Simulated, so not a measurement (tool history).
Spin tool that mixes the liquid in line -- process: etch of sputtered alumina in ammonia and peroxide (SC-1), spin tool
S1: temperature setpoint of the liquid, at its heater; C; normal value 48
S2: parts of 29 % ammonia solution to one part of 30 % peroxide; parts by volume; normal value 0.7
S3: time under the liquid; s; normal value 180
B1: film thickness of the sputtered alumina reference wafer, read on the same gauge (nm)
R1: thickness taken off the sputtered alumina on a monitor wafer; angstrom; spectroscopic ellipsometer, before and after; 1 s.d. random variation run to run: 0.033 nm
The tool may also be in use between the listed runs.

run	day	S1	S2	S3	B1	R1
1	0	48	0.85	125	80.04	32.2
# day 0.071: ammonia flow meter replaced
# day 1.288: heated supply line repaired
2	1.308	48	0.95	180	80	58.1
# day 1.833: thermometer replaced
3	2.538	48	0.7	180	79.99	56.2
4	3.242	48	0.7	180	80.01	56
5	4.329	48	0.7	180	79.99	56.2
6	5.425	48	0.7	180	79.98	55.9
7	6.829	53	0.7	180	79.98	73.5
# day 7.8: gauge calibrated
8	7.842	48	0.95	180	79.99	57.3
# day 7.933: new drum of ammonia solution connected
9	8.621	48	0.85	160	79.96	50.6
10	9.25	41.5	0.45	280	80.03	57.4
11	10.204	42.5	0.7	180	79.98	40.9
12	10.896	54	0.7	280	79.99	120
13	12.45	56.5	0.45	280	80.01	129.3
14	13.804	40.5	0.5	180	79.97	34.5
15	14.383	48	0.7	180	80	55.1
16	15.862	56.5	0.6	145	79.99	69.3
17	16.779	48	0.55	135	80.03	40.1
18	17.925	52.5	1	260	79.98	104.6
19	20.329	43.5	0.8	180	80.02	43
20	21.283	48	0.7	180	80.02	54.5
21	22.35	48	0.35	95	80.03	26.9
22	23.267	48	0.6	180	79.97	53.4
23	24.512	42.5	0.35	270	79.99	55.4
24	25.779	53	0.95	225	80	91.7
25	27.267	42	0.7	180	80.01	37.9
# day 28.1: new drum of ammonia solution connected
26	28.442	39	0.35	80	80.03	13.2

Below are 3 alternative next runs, each starting from the tool's condition after run 26. Predict each:
A	28.462	48	0.45	180	?	?
B	28.462	52.5	0.85	80	?	?
C	28.462	48	0.7	135	?	?

run	B1	R1
A	79.99	51.4
B	79.99	31.1
C	79.99	40.2
The same runs, with their run-to-run variation unchanged, on a tool lacking any hidden condition would have given:
run	R1
A	53.9
B	32.5
C	42.1
